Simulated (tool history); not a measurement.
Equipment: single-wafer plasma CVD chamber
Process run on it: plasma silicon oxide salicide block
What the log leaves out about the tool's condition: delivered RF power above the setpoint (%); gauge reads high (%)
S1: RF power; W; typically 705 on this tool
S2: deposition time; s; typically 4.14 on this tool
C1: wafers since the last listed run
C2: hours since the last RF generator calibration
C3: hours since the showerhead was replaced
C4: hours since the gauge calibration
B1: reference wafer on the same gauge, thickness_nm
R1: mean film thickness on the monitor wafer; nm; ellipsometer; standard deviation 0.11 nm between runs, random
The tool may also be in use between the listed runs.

run,hour,S1,S2,C1,C2,C3,C4,B1,R1
1,0,705,4.14,0,1782,3492.1,949.4,50.611,45.667
2,46.1,705,4.14,873,1828.1,3538.2,995.5,50.621,45.653
3,112.8,705,4.14,1264,1894.8,3604.9,1062.2,50.644,45.563
4,165.1,705,4.14,991,1947.1,3657.2,1114.5,50.603,45.573
# hour 180.9: gauge calibrated
5,218.1,705,4.14,1004,2000.1,3710.2,37.2,50.601,45.62
6,246.3,705,4.14,534,2028.3,3738.4,65.4,50.577,45.377
7,304.6,615,4.54,1104,2086.6,3796.7,123.7,50.599,48.474
8,362.1,615,4.54,1089,2144.1,3854.2,181.2,50.634,48.528
9,410.3,705,4.62,913,2192.3,3902.4,229.4,50.613,50.845
10,439.9,705,4.62,560,2221.9,3932,259,50.565,50.658
11,471.3,705,3.92,595,2253.3,3963.4,290.4,50.53,42.962
12,498.1,705,3.92,507,2280.1,3990.2,317.2,50.589,43.168
13,532,705,3.92,642,2314,4024.1,351.1,50.596,43.144
14,565.1,705,4.14,627,2347.1,4057.2,384.2,50.629,45.46
15,629.7,705,4.14,1224,2411.7,4121.8,448.8,50.612,45.614
16,680.8,825,4.49,968,2462.8,4172.9,499.9,50.582,51.039
17,715.7,705,4.14,661,2497.7,4207.8,534.8,50.591,45.552
# hour 753.7: showerhead replaced
# hour 754.8: RF generator calibrated
18,918.8,575,3.53,3676,164,165.1,737.9,50.646,37.516

Expected results for the next run?
19,984.4,605,3.57,1243,229.6,230.7,803.5,?,?

Logged for run 19: B1 50.655, R1 38.356 nm.
Take away the tool's hidden state, keep the run-to-run variation as it was, and the same run would have given R1 38.563 nm.
